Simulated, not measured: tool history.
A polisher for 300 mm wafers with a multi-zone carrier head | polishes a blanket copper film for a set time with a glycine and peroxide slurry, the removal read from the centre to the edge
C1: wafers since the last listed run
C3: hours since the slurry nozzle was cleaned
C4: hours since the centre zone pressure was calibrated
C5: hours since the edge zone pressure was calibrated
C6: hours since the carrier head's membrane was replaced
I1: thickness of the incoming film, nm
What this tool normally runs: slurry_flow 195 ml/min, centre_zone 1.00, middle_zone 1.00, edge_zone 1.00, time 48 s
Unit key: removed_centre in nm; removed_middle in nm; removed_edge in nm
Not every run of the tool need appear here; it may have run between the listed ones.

run 1 hour=0.0 | slurry_flow=195 centre_zone=1.00 middle_zone=1.00 edge_zone=1.00 time=48 | C1=0 wafers_polished_on_this_pad=1329 C3=159.3 C4=959.4 C5=125.2 C6=1575.1 | I1=2026.9 | removed_centre=232.5 removed_middle=232.0 removed_edge=242.9
-- hour=11.7 worn pad replaced by a new one
run 2 hour=12.2 | slurry_flow=195 centre_zone=1.00 middle_zone=1.00 edge_zone=1.00 time=48 | C1=100 wafers_polished_on_this_pad=5 C3=171.5 C4=971.6 C5=137.4 C6=1587.3 | I1=1992.3 | removed_centre=247.5 removed_middle=247.7 removed_edge=259.4
run 3 hour=23.3 | slurry_flow=230 centre_zone=1.00 middle_zone=1.00 edge_zone=1.00 time=48 | C1=136 wafers_polished_on_this_pad=141 C3=182.6 C4=982.7 C5=148.5 C6=1598.4 | I1=2012.1 | removed_centre=247.6 removed_middle=250.5 removed_edge=250.1
run 4 hour=31.9 | slurry_flow=195 centre_zone=1.00 middle_zone=1.00 edge_zone=1.00 time=48 | C1=105 wafers_polished_on_this_pad=247 C3=191.2 C4=991.3 C5=157.1 C6=1607.0 | I1=2011.1 | removed_centre=241.3 removed_middle=243.7 removed_edge=251.7
-- hour=39.8 carrier head's membrane replaced by a new one
run 5 hour=47.0 | slurry_flow=195 centre_zone=1.00 middle_zone=1.00 edge_zone=1.00 time=48 | C1=123 wafers_polished_on_this_pad=371 C3=206.3 C4=1006.4 C5=172.2 C6=7.2 | I1=2028.2 | removed_centre=239.0 removed_middle=241.4 removed_edge=248.0
run 6 hour=62.5 | slurry_flow=195 centre_zone=0.94 middle_zone=0.91 edge_zone=1.00 time=48 | C1=190 wafers_polished_on_this_pad=561 C3=221.8 C4=1021.9 C5=187.7 C6=22.7 | I1=2018.3 | removed_centre=227.9 removed_middle=222.9 removed_edge=248.9
-- hour=64.8 centre zone pressure recalibrated
run 7 hour=69.5 | slurry_flow=160 centre_zone=1.00 middle_zone=1.00 edge_zone=0.96 time=59 | C1=61 wafers_polished_on_this_pad=622 C3=228.8 C4=4.7 C5=194.7 C6=29.7 | I1=2005.2 | removed_centre=284.3 removed_middle=283.0 removed_edge=295.3
run 8 hour=77.6 | slurry_flow=195 centre_zone=1.00 middle_zone=1.00 edge_zone=1.00 time=48 | C1=99 wafers_polished_on_this_pad=722 C3=236.9 C4=12.8 C5=202.8 C6=37.8 | I1=2044.0 | removed_centre=237.7 removed_middle=239.0 removed_edge=243.7
run 9 hour=93.6 | slurry_flow=255 centre_zone=1.09 middle_zone=1.09 edge_zone=1.07 time=48 | C1=196 wafers_polished_on_this_pad=918 C3=252.9 C4=28.8 C5=218.8 C6=53.8 | I1=2006.9 | removed_centre=263.0 removed_middle=264.3 removed_edge=261.5
run 10 hour=103.4 | slurry_flow=195 centre_zone=1.00 middle_zone=1.06 edge_zone=1.00 time=36 | C1=120 wafers_polished_on_this_pad=1039 C3=262.7 C4=38.6 C5=228.6 C6=63.6 | I1=2049.0 | removed_centre=178.0 removed_middle=189.0 removed_edge=185.1
-- hour=113.8 worn pad replaced by a new one
run 11 hour=119.2 | slurry_flow=195 centre_zone=0.89 middle_zone=1.00 edge_zone=1.00 time=48 | C1=144 wafers_polished_on_this_pad=65 C3=278.5 C4=54.4 C5=244.4 C6=79.4 | I1=1995.1 | removed_centre=219.5 removed_middle=241.8 removed_edge=251.5
run 12 hour=130.3 | slurry_flow=195 centre_zone=0.91 middle_zone=1.00 edge_zone=1.12 time=48 | C1=136 wafers_polished_on_this_pad=202 C3=289.6 C4=65.5 C5=255.5 C6=90.5 | I1=2009.8 | removed_centre=224.0 removed_middle=241.8 removed_edge=266.8
run 13 hour=136.7 | slurry_flow=195 centre_zone=1.09 middle_zone=1.00 edge_zone=1.00 time=63 | C1=78 wafers_polished_on_this_pad=280 C3=296.0 C4=71.9 C5=261.9 C6=96.9 | I1=2030.0 | removed_centre=339.6 removed_middle=318.5 removed_edge=330.0
run 14 hour=147.8 | slurry_flow=195 centre_zone=1.00 middle_zone=1.00 edge_zone=0.93 time=48 | C1=136 wafers_polished_on_this_pad=416 C3=307.1 C4=83.0 C5=273.0 C6=108.0 | I1=2022.6 | removed_centre=240.7 removed_middle=239.8 removed_edge=240.9
run 15 hour=160.6 | slurry_flow=195 centre_zone=1.00 middle_zone=1.00 edge_zone=1.00 time=48 | C1=157 wafers_polished_on_this_pad=573 C3=319.9 C4=95.8 C5=285.8 C6=120.8 | I1=2041.5 | removed_centre=239.1 removed_middle=239.9 removed_edge=246.3
run 16 hour=177.6 | slurry_flow=195 centre_zone=1.00 middle_zone=1.00 edge_zone=1.00 time=48 | C1=208 wafers_polished_on_this_pad=782 C3=336.9 C4=112.8 C5=302.8 C6=137.8 | I1=2024.3 | removed_centre=237.0 removed_middle=239.0 removed_edge=240.4
run 17 hour=192.2 | slurry_flow=175 centre_zone=1.00 middle_zone=1.11 edge_zone=1.07 time=48 | C1=179 wafers_polished_on_this_pad=961 C3=351.5 C4=127.4 C5=317.4 C6=152.4 | I1=2028.9 | removed_centre=229.4 removed_middle=255.0 removed_edge=245.8
run 18 hour=200.2 | slurry_flow=195 centre_zone=1.12 middle_zone=1.00 edge_zone=1.00 time=48 | C1=98 wafers_polished_on_this_pad=1059 C3=359.5 C4=135.4 C5=325.4 C6=160.4 | I1=2010.7 | removed_centre=258.0 removed_middle=236.7 removed_edge=245.0
run 19 hour=208.1 | slurry_flow=195 centre_zone=1.00 middle_zone=1.06 edge_zone=1.00 time=36 | C1=96 wafers_polished_on_this_pad=1156 C3=367.4 C4=143.3 C5=333.3 C6=168.3 | I1=1989.5 | removed_centre=175.2 removed_middle=186.5 removed_edge=182.7
run 20 hour=215.8 | slurry_flow=195 centre_zone=1.00 middle_zone=1.00 edge_zone=1.08 time=48 | C1=94 wafers_polished_on_this_pad=1251 C3=375.1 C4=151.0 C5=341.0 C6=176.0 | I1=2022.1 | removed_centre=232.6 removed_middle=235.5 removed_edge=250.0
-- hour=229.9 worn pad replaced by a new one
run 21 hour=232.5 | slurry_flow=195 centre_zone=1.00 middle_zone=1.00 edge_zone=1.00 time=48 | C1=155 wafers_polished_on_this_pad=31 C3=391.8 C4=167.7 C5=357.7 C6=192.7 | I1=2025.1 | removed_centre=243.7 removed_middle=244.4 removed_edge=254.1

Describe how what the log doesn't record of the tool's condition differs between the last listed run preceding each entry between runs and the first listed run following it.
Run 1 -> run 2: worn pad replaced by a new one (hour 11.7)
  removal rate lost through wear of the pad, %: 5.32 -> 0.0217
  measured less the result without the state, removed_centre: -13.1 -> +0.0 nm; removed_middle: -13.0 -> +0.0 nm; removed_edge: -13.6 -> +0.0 nm
Run 4 -> run 5: carrier head's membrane replaced by a new one (hour 39.8)
  removal rate lost through wear of the pad, %: 0.934 -> 1.63
  measured less the result without the state, removed_centre: -2.3 -> -4.0 nm; removed_middle: -2.3 -> -4.0 nm; removed_edge: -2.4 -> -4.2 nm
Run 6 -> run 7: centre zone pressure recalibrated (hour 64.8)
  removal rate lost through wear of the pad, %: 2.35 -> 2.68
  measured less the result without the state, removed_centre: -5.5 -> -7.8 nm; removed_middle: -5.4 -> -7.8 nm; removed_edge: -6.0 -> -8.1 nm
Run 10 -> run 11: worn pad replaced by a new one (hour 113.8)
  removal rate lost through wear of the pad, %: 4.25 -> 0.598
  measured less the result without the state, removed_centre: -7.9 -> -1.3 nm; removed_middle: -8.4 -> -1.5 nm; removed_edge: -8.2 -> -1.5 nm
Run 20 -> run 21: worn pad replaced by a new one (hour 229.9)
  removal rate lost through wear of the pad, %: 5.07 -> 0.448
  measured less the result without the state, removed_centre: -12.4 -> -1.1 nm; removed_middle: -12.6 -> -1.1 nm; removed_edge: -13.3 -> -1.2 nm
